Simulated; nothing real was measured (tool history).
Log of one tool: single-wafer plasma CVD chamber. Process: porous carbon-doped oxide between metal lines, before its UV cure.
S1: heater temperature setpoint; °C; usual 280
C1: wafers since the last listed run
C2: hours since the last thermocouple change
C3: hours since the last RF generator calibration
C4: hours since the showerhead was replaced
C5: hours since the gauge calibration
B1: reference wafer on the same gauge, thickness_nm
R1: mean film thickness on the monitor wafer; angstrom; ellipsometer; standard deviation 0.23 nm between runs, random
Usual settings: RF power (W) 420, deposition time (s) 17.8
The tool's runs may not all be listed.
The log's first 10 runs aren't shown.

{"run": 11, "hour": 228.2, "S1": 280, "RF power (W)": 420, "deposition time (s)": 16.3, "C1": 489, "C2": 2561.5, "C3": 155.4, "C4": 87.0, "C5": 789.3, "B1": 76.926, "R1": 851.13}
{"run": 12, "hour": 257.8, "S1": 285, "RF power (W)": 360, "deposition time (s)": 21.0, "C1": 664, "C2": 2591.1, "C3": 185.0, "C4": 116.6, "C5": 818.9, "B1": 76.883, "R1": 981.05}
{"run": 13, "hour": 290.2, "S1": 292, "RF power (W)": 420, "deposition time (s)": 15.2, "C1": 726, "C2": 2623.5, "C3": 217.4, "C4": 149.0, "C5": 851.3, "B1": 76.976, "R1": 726.87}
{"run": 14, "hour": 310.6, "S1": 280, "RF power (W)": 360, "deposition time (s)": 17.8, "C1": 457, "C2": 2643.9, "C3": 237.8, "C4": 169.4, "C5": 871.7, "B1": 76.977, "R1": 871.07}
{"run": 15, "hour": 377.7, "S1": 291, "RF power (W)": 420, "deposition time (s)": 18.8, "C1": 1505, "C2": 2711.0, "C3": 304.9, "C4": 236.5, "C5": 938.8, "B1": 77.024, "R1": 897.18}
{"hour": 382.9, "done": "gauge calibrated"}
{"run": 16, "hour": 399.0, "S1": 273, "RF power (W)": 420, "deposition time (s)": 16.8, "C1": 477, "C2": 2732.3, "C3": 326.2, "C4": 257.8, "C5": 16.1, "B1": 77.109, "R1": 920.57}
{"hour": 432.3, "done": "thermocouple changed; heater temperature recalibrated"}
{"run": 17, "hour": 432.8, "S1": 280, "RF power (W)": 400, "deposition time (s)": 19.1, "C1": 578, "C2": 0.5, "C3": 360.0, "C4": 291.6, "C5": 49.9, "B1": 77.037, "R1": 912.72}
{"run": 18, "hour": 462.9, "S1": 280, "RF power (W)": 420, "deposition time (s)": 17.8, "C1": 675, "C2": 30.6, "C3": 390.1, "C4": 321.7, "C5": 80.0, "B1": 76.946, "R1": 871.59}
{"run": 19, "hour": 489.8, "S1": 280, "RF power (W)": 380, "deposition time (s)": 17.0, "C1": 603, "C2": 57.5, "C3": 417.0, "C4": 348.6, "C5": 106.9, "B1": 77.133, "R1": 801.26}
{"run": 20, "hour": 515.3, "S1": 269, "RF power (W)": 345, "deposition time (s)": 16.8, "C1": 572, "C2": 83.0, "C3": 442.5, "C4": 374.1, "C5": 132.4, "B1": 77.064, "R1": 828.02}
{"run": 21, "hour": 528.8, "S1": 287, "RF power (W)": 380, "deposition time (s)": 17.8, "C1": 302, "C2": 96.5, "C3": 456.0, "C4": 387.6, "C5": 145.9, "B1": 77.035, "R1": 801.34}
{"run": 22, "hour": 560.9, "S1": 280, "RF power (W)": 420, "deposition time (s)": 17.8, "C1": 720, "C2": 128.6, "C3": 488.1, "C4": 419.7, "C5": 178.0, "B1": 76.965, "R1": 878.19}
{"run": 23, "hour": 585.1, "S1": 271, "RF power (W)": 420, "deposition time (s)": 16.4, "C1": 542, "C2": 152.8, "C3": 512.3, "C4": 443.9, "C5": 202.2, "B1": 76.989, "R1": 863.61}
{"run": 24, "hour": 602.3, "S1": 274, "RF power (W)": 500, "deposition time (s)": 14.4, "C1": 385, "C2": 170.0, "C3": 529.5, "C4": 461.1, "C5": 219.4, "B1": 77.001, "R1": 805.15}
{"run": 25, "hour": 623.7, "S1": 269, "RF power (W)": 420, "deposition time (s)": 17.8, "C1": 480, "C2": 191.4, "C3": 550.9, "C4": 482.5, "C5": 240.8, "B1": 76.995, "R1": 952.83}
{"run": 26, "hour": 656.0, "S1": 285, "RF power (W)": 455, "deposition time (s)": 15.0, "C1": 724, "C2": 223.7, "C3": 583.2, "C4": 514.8, "C5": 273.1, "B1": 76.935, "R1": 741.86}
{"run": 27, "hour": 686.6, "S1": 280, "RF power (W)": 420, "deposition time (s)": 17.8, "C1": 686, "C2": 254.3, "C3": 613.8, "C4": 545.4, "C5": 303.7, "B1": 76.924, "R1": 879.81}
{"run": 28, "hour": 715.0, "S1": 272, "RF power (W)": 345, "deposition time (s)": 16.1, "C1": 637, "C2": 282.7, "C3": 642.2, "C4": 573.8, "C5": 332.1, "B1": 77.093, "R1": 779.31}
{"run": 29, "hour": 740.5, "S1": 280, "RF power (W)": 420, "deposition time (s)": 19.9, "C1": 572, "C2": 308.2, "C3": 667.7, "C4": 599.3, "C5": 357.6, "B1": 77.019, "R1": 977.07}
{"run": 30, "hour": 771.9, "S1": 292, "RF power (W)": 475, "deposition time (s)": 19.3, "C1": 704, "C2": 339.6, "C3": 699.1, "C4": 630.7, "C5": 389.0, "B1": 77.005, "R1": 923.91}
{"run": 31, "hour": 788.1, "S1": 273, "RF power (W)": 420, "deposition time (s)": 20.6, "C1": 363, "C2": 355.8, "C3": 715.3, "C4": 646.9, "C5": 405.2, "B1": 77.018, "R1": 1061.95}
{"run": 32, "hour": 817.5, "S1": 280, "RF power (W)": 345, "deposition time (s)": 18.8, "C1": 659, "C2": 385.2, "C3": 744.7, "C4": 676.3, "C5": 434.6, "B1": 76.935, "R1": 852.21}
{"run": 33, "hour": 839.5, "S1": 275, "RF power (W)": 350, "deposition time (s)": 17.8, "C1": 493, "C2": 407.2, "C3": 766.7, "C4": 698.3, "C5": 456.6, "B1": 77.061, "R1": 845.74}

Here are 5 independent what-if runs from the current tool condition. What would each one return?
{"run": "A", "hour": 839.9, "S1": 280, "RF power (W)": 420, "deposition time (s)": 17.8, "C1": 8, "C2": 407.6, "C3": 767.1, "C4": 698.7, "C5": 457.0, "B1": "?", "R1": "?"}
{"run": "B", "hour": 839.9, "S1": 280, "RF power (W)": 340, "deposition time (s)": 14.6, "C1": 8, "C2": 407.6, "C3": 767.1, "C4": 698.7, "C5": 457.0, "B1": "?", "R1": "?"}
{"run": "C", "hour": 839.9, "S1": 268, "RF power (W)": 450, "deposition time (s)": 16.7, "C1": 8, "C2": 407.6, "C3": 767.1, "C4": 698.7, "C5": 457.0, "B1": "?", "R1": "?"}
{"run": "D", "hour": 839.9, "S1": 280, "RF power (W)": 420, "deposition time (s)": 20.4, "C1": 8, "C2": 407.6, "C3": 767.1, "C4": 698.7, "C5": 457.0, "B1": "?", "R1": "?"}
{"run": "E", "hour": 839.9, "S1": 275, "RF power (W)": 375, "deposition time (s)": 15.5, "C1": 8, "C2": 407.6, "C3": 767.1, "C4": 698.7, "C5": 457.0, "B1": "?", "R1": "?"}

run=A B1=76.892 R1=883.04
run=B B1=76.892 R1=667.74
run=C B1=76.892 R1=936.59
run=D B1=76.892 R1=1007.17
run=E B1=76.892 R1=764.43
Had the tool no hidden state, the same runs would have come out as:
run=A R1=893.32
run=B R1=676.12
run=C R1=946.79
run=D R1=1018.90
run=E R1=773.23
